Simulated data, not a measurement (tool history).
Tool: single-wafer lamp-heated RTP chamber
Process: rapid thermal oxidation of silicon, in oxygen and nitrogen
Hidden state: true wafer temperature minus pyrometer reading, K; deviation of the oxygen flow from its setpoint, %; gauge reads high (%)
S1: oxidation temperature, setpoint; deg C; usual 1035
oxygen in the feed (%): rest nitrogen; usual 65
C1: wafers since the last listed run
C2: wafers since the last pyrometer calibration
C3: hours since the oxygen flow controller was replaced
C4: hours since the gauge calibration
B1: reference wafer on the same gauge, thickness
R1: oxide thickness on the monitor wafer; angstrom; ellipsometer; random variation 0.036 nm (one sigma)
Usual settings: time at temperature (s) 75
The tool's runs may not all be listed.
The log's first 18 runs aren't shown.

{"hour": 279.6, "done": "pyrometer window cleaned and pyrometer calibrated"}
{"run": 19, "hour": 280.1, "S1": 1035, "time at temperature (s)": 75, "oxygen in the feed (%)": 65, "C1": 346, "C2": 3, "C3": 110.8, "C4": 121.2, "B1": 8.16, "R1": 73.84}
{"run": 20, "hour": 290.0, "S1": 1057, "time at temperature (s)": 45, "oxygen in the feed (%)": 50, "C1": 69, "C2": 73, "C3": 120.7, "C4": 131.1, "B1": 8.164, "R1": 62.47}
{"run": 21, "hour": 306.0, "S1": 1035, "time at temperature (s)": 75, "oxygen in the feed (%)": 87, "C1": 112, "C2": 186, "C3": 136.7, "C4": 147.1, "B1": 8.173, "R1": 81.93}
{"run": 22, "hour": 313.2, "S1": 1045, "time at temperature (s)": 96, "oxygen in the feed (%)": 65, "C1": 50, "C2": 236, "C3": 143.9, "C4": 154.3, "B1": 8.166, "R1": 89.17}
{"run": 23, "hour": 322.7, "S1": 1027, "time at temperature (s)": 85, "oxygen in the feed (%)": 65, "C1": 67, "C2": 303, "C3": 153.4, "C4": 163.8, "B1": 8.165, "R1": 73.44}
{"run": 24, "hour": 335.3, "S1": 1035, "time at temperature (s)": 90, "oxygen in the feed (%)": 65, "C1": 88, "C2": 392, "C3": 166.0, "C4": 176.4, "B1": 8.167, "R1": 79.43}
{"run": 25, "hour": 348.9, "S1": 1007, "time at temperature (s)": 50, "oxygen in the feed (%)": 48, "C1": 95, "C2": 488, "C3": 179.6, "C4": 190.0, "B1": 8.169, "R1": 45.78}
{"run": 26, "hour": 359.9, "S1": 1035, "time at temperature (s)": 75, "oxygen in the feed (%)": 65, "C1": 77, "C2": 566, "C3": 190.6, "C4": 201.0, "B1": 8.147, "R1": 73.61}
{"run": 27, "hour": 370.1, "S1": 1056, "time at temperature (s)": 62, "oxygen in the feed (%)": 65, "C1": 71, "C2": 638, "C3": 200.8, "C4": 211.2, "B1": 8.165, "R1": 77.94}
{"run": 28, "hour": 385.3, "S1": 1035, "time at temperature (s)": 104, "oxygen in the feed (%)": 85, "C1": 107, "C2": 745, "C3": 216.0, "C4": 226.4, "B1": 8.159, "R1": 94.29}
{"run": 29, "hour": 397.2, "S1": 1005, "time at temperature (s)": 103, "oxygen in the feed (%)": 51, "C1": 83, "C2": 829, "C3": 227.9, "C4": 238.3, "B1": 8.164, "R1": 63.15}

Run 30 comes next. What will it give?
{"run": 30, "hour": 408.6, "S1": 1063, "time at temperature (s)": 97, "oxygen in the feed (%)": 81, "C1": 80, "C2": 910, "C3": 239.3, "C4": 249.7, "B1": "?", "R1": "?"}

B1: 8.156
R1: 108.50 angstrom
Without the tool's hidden state the same run would have given R1 108.50 angstrom.

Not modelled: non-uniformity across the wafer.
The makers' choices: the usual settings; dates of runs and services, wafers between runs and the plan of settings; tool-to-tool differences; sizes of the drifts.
